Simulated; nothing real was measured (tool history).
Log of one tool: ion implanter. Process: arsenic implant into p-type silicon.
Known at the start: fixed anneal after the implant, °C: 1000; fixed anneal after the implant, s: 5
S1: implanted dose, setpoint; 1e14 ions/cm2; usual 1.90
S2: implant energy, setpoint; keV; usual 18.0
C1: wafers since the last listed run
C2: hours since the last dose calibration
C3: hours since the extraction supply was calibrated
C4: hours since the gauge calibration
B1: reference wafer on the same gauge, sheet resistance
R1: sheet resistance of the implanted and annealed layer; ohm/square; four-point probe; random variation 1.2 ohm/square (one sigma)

Run 1, hour 0.0: usual settings; C1 0; C2 903.6; C3 3439.1; C4 141.5; B1 457.29. Result: R1 413.76 ohm/square.
Run 2, hour 47.0: usual settings but S1 1.56 1e14 ions/cm2, S2 14.0 keV; C1 700; C2 950.6; C3 3486.1; C4 188.5; B1 457.07. Result: R1 496.89 ohm/square.
Run 3, hour 140.7: usual settings but S1 1.56 1e14 ions/cm2, S2 14.0 keV; C1 1396; C2 1044.3; C3 3579.8; C4 282.2; B1 456.78. Result: R1 494.84 ohm/square.
Run 4, hour 202.8: usual settings but S2 20.0 keV; C1 925; C2 1106.4; C3 3641.9; C4 344.3; B1 457.18. Result: R1 408.02 ohm/square.
Run 5, hour 291.4: usual settings but S2 20.0 keV; C1 1320; C2 1195.0; C3 3730.5; C4 432.9; B1 456.72. Result: R1 409.28 ohm/square.
Run 6, hour 373.1: usual settings but S1 2.13 1e14 ions/cm2, S2 20.0 keV; C1 1217; C2 1276.7; C3 3812.2; C4 514.6; B1 456.77. Result: R1 373.57 ohm/square.
Run 7, hour 456.9: usual settings but S1 2.13 1e14 ions/cm2, S2 20.0 keV; C1 1248; C2 1360.5; C3 3896.0; C4 598.4; B1 457.30. Result: R1 376.70 ohm/square.
Run 8, hour 515.1: usual settings; C1 867; C2 1418.7; C3 3954.2; C4 656.6; B1 457.00. Result: R1 414.95 ohm/square.
Run 9, hour 552.0: usual settings; C1 549; C2 1455.6; C3 3991.1; C4 693.5; B1 456.86. Result: R1 414.54 ohm/square.
Run 10, hour 659.7: usual settings but S1 1.61 1e14 ions/cm2; C1 1604; C2 1563.3; C3 4098.8; C4 801.2; B1 457.09. Result: R1 467.15 ohm/square.
Run 11, hour 729.9: usual settings but S1 1.61 1e14 ions/cm2; C1 1046; C2 1633.5; C3 4169.0; C4 871.4; B1 456.97. Result: R1 469.33 ohm/square.
Run 12, hour 824.9: usual settings; C1 1415; C2 1728.5; C3 4264.0; C4 966.4; B1 456.79. Result: R1 414.40 ohm/square.
At hour 872.3: Faraday cup replaced and dose calibrated.
Run 13, hour 918.1: usual settings but S1 1.61 1e14 ions/cm2; C1 1269; C2 45.8; C3 4357.2; C4 1059.6; B1 456.84. Result: R1 466.04 ohm/square.
Run 14, hour 1023.8: usual settings but S1 2.13 1e14 ions/cm2, S2 20.0 keV; C1 1574; C2 151.5; C3 4462.9; C4 1165.3; B1 456.98. Result: R1 375.12 ohm/square.
Run 15, hour 1114.5: usual settings but S1 2.40 1e14 ions/cm2, S2 22.5 keV; C1 1351; C2 242.2; C3 4553.6; C4 1256.0; B1 457.13. Result: R1 338.66 ohm/square.
At hour 1117.3: gauge calibrated.
At hour 1136.3: extraction supply calibrated.
Run 16, hour 1208.9: usual settings but S2 12.5 keV; C1 1287; C2 336.6; C3 72.6; C4 91.6; B1 457.08. Result: R1 433.65 ohm/square.
Run 17, hour 1247.6: usual settings but S2 21.0 keV; C1 576; C2 375.3; C3 111.3; C4 130.3; B1 456.81. Result: R1 406.73 ohm/square.
Run 18, hour 1315.2: usual settings but S1 1.44 1e14 ions/cm2, S2 19.5 keV; C1 1007; C2 442.9; C3 178.9; C4 197.9; B1 457.12. Result: R1 497.56 ohm/square.
Run 19, hour 1416.4: usual settings but S1 2.20 1e14 ions/cm2, S2 21.0 keV; C1 1507; C2 544.1; C3 280.1; C4 299.1; B1 456.83. Result: R1 361.95 ohm/square.
Run 20, hour 1492.2: usual settings but S1 1.41 1e14 ions/cm2, S2 24.0 keV; C1 1129; C2 619.9; C3 355.9; C4 374.9; B1 457.12. Result: R1 492.31 ohm/square.
Run 21, hour 1600.1: usual settings but S1 2.30 1e14 ions/cm2, S2 14.5 keV; C1 1607; C2 727.8; C3 463.8; C4 482.8; B1 456.93. Result: R1 368.18 ohm/square.
Run 22, hour 1700.5: usual settings but S2 23.5 keV; C1 1496; C2 828.2; C3 564.2; C4 583.2; B1 456.75. Result: R1 397.53 ohm/square.
Run 23, hour 1790.7: usual settings; C1 1344; C2 918.4; C3 654.4; C4 673.4; B1 456.96. Result: R1 413.58 ohm/square.
Run 24, hour 1854.7: usual settings; C1 953; C2 982.4; C3 718.4; C4 737.4; B1 456.88. Result: R1 414.62 ohm/square.
Run 25, hour 1934.0: usual settings but S1 1.57 1e14 ions/cm2, S2 20.0 keV; C1 1181; C2 1061.7; C3 797.7; C4 816.7; B1 456.72. Result: R1 469.67 ohm/square.

Hidden state at the last listed run before each entry between runs and at the first one after, where it differs:
Between runs 12 and 13: Faraday cup replaced and dose calibrated (hour 872.3)
  no hidden state differs between the two runs
Between runs 15 and 16: gauge calibrated (hour 1117.3); extraction supply calibrated (hour 1136.3)
  no hidden state differs between the two runs

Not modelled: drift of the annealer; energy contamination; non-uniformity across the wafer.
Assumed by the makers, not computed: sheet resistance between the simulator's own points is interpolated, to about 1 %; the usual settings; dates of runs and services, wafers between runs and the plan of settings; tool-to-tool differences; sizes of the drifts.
